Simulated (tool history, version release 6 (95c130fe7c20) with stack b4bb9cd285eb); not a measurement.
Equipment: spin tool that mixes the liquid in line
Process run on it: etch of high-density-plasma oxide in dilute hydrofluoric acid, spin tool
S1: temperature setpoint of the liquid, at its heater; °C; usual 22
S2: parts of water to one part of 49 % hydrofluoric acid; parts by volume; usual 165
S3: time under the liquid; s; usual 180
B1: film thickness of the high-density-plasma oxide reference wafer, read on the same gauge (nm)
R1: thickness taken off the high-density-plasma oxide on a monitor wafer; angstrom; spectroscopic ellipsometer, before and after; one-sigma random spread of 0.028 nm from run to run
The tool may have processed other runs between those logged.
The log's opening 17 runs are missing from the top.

run	hour	S1	S2	S3	B1	R1
18	443.9	26	190	260	39.98	74.8
19	467.3	22	165	285	40.01	83.5
20	482.5	22	115	180	40.01	80.3
21	515.9	22	90	180	39.98	103.7
22	527.9	18	165	245	40.01	61.4
23	561.7	22	165	285	39.96	82
24	588.7	27	130	90	39.98	41.3
25	615.5	27	140	260	39.98	110.7
26	632.9	22	165	180	40.02	51.9
27	656.4	22	165	180	40.03	52
28	687.2	22	200	230	39.97	52.6
29	718.7	19.5	165	285	40	74.1
30	749.8	19.5	105	90	40.03	39.5
31	763.7	22	90	265	39.99	152.2

Alternative continuations, all from the tool just after run 31; predict every row:
A	764.2	22	165	180	?	?
B	764.2	22	240	105	?	?
C	764.2	24	220	240	?	?
D	764.2	22	110	215	?	?
E	764.2	26	140	125	?	?

run	B1	R1
A	39.99	51.9
B	39.99	19.3
C	39.99	52.7
D	39.99	98.9
E	39.99	50.9
Without the tool's unlogged condition, the same runs would have read:
run	R1
A	52.9
B	19.7
C	53.8
D	100.8
E	51.9
